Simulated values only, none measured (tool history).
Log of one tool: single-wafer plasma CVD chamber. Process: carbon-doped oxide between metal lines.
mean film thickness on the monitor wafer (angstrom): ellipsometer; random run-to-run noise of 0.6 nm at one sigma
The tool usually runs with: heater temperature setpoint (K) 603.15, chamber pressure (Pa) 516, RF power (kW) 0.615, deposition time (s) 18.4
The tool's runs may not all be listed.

run,hour,heater temperature setpoint (K),chamber pressure (Pa),RF power (kW),deposition time (s),wafers since the last listed run,hours since the last thermocouple change,hours since the last RF generator calibration,hours since the last manometer calibration,hours since the showerhead was replaced,hours since the gauge calibration,"read-back reference wafer on the same gauge, thickness_nm",mean film thickness on the monitor wafer (angstrom)
1,0.0,603.15,516,0.615,18.4,0,1129.4,596.6,1734.3,3261.8,238.3,91.903,1005.33
2,23.3,603.15,516,0.615,18.4,560,1152.7,619.9,1757.6,3285.1,261.6,91.823,1004.10
3,49.9,603.15,516,0.615,18.4,639,1179.3,646.5,1784.2,3311.7,288.2,92.058,1000.36
4,70.5,603.15,516,0.615,18.4,495,1199.9,667.1,1804.8,3332.3,308.8,91.991,999.10
5,102.3,603.15,607,0.615,18.4,764,1231.7,698.9,1836.6,3364.1,340.6,91.984,1031.33
6,123.9,603.15,440,0.615,20.3,519,1253.3,720.5,1858.2,3385.7,362.2,92.004,1077.25
7,148.3,603.15,440,0.615,20.3,586,1277.7,744.9,1882.6,3410.1,386.6,91.979,1061.82
8,166.6,603.15,516,0.615,18.4,439,1296.0,763.2,1900.9,3428.4,404.9,92.069,998.74
9,195.8,603.15,516,0.615,18.4,701,1325.2,792.4,1930.1,3457.6,434.1,91.848,986.67
10,222.7,603.15,516,0.615,18.4,646,1352.1,819.3,1957.0,3484.5,461.0,91.874,988.38
11,247.9,603.15,516,0.665,18.4,605,1377.3,844.5,1982.2,3509.7,486.2,91.868,1061.80
# hour 266.0: gauge calibrated
12,282.0,597.15,516,0.585,18.4,819,1411.4,878.6,2016.3,3543.8,16.0,91.943,963.90
# hour 302.3: capacitance manometer re-zeroed and calibrated
13,316.3,608.15,633,0.615,21.0,632,1445.7,912.9,14.0,3578.1,50.3,91.993,1155.85
14,334.9,603.15,460,0.615,21.2,447,1464.3,931.5,32.6,3596.7,68.9,91.927,1128.40
15,354.9,590.15,516,0.655,18.4,480,1484.3,951.5,52.6,3616.7,88.9,91.985,1116.06
# hour 392.1: showerhead replaced
16,392.6,597.15,619,0.585,16.9,713,1522.0,989.2,90.3,0.5,126.6,91.968,915.69
17,416.0,593.15,516,0.645,16.4,562,1545.4,1012.6,113.7,23.9,150.0,91.809,955.83
18,439.3,617.15,516,0.505,15.8,560,1568.7,1035.9,137.0,47.2,173.3,92.069,649.32
19,465.1,603.15,516,0.615,18.4,620,1594.5,1061.7,162.8,73.0,199.1,91.866,988.41
# hour 485.8: thermocouple changed; heater temperature recalibrated
# hour 494.1: RF generator calibrated
20,494.6,597.15,619,0.585,16.9,324,8.8,0.5,192.3,102.5,228.6,92.069,987.10
21,500.0,608.15,516,0.720,16.4,129,14.2,5.9,197.7,107.9,234.0,92.081,1073.72
22,532.9,598.15,516,0.615,15.3,790,47.1,38.8,230.6,140.8,266.9,92.072,910.84
23,622.5,615.15,555,0.510,21.9,2153,136.7,128.4,320.2,230.4,356.5,92.114,989.13

Across each entry between runs, compare the hidden state at the last listed run before it with the hidden state at the first listed run after it:
Between runs 11 and 12: gauge calibrated (hour 266.0)
  delivered RF power above the setpoint (%): -8.47 -> -8.56
  measured less the result without the state, mean film thickness on the monitor wafer (angstrom): -92.57 -> -87.76
Between runs 12 and 13: capacitance manometer re-zeroed and calibrated (hour 302.3)
  delivered RF power above the setpoint (%): -8.56 -> -8.63
  measured less the result without the state, mean film thickness on the monitor wafer (angstrom): -87.76 -> -104.49
Between runs 15 and 16: showerhead replaced (hour 392.1)
  delivered RF power above the setpoint (%): -8.71 -> -8.78
  measured less the result without the state, mean film thickness on the monitor wafer (angstrom): -100.71 -> -85.86
Between runs 19 and 20: thermocouple changed; heater temperature recalibrated (hour 485.8); RF generator calibrated (hour 494.1)
  delivered RF power above the setpoint (%): -8.89 -> -1.22
  measured less the result without the state, mean film thickness on the monitor wafer (angstrom): -92.48 -> -11.37

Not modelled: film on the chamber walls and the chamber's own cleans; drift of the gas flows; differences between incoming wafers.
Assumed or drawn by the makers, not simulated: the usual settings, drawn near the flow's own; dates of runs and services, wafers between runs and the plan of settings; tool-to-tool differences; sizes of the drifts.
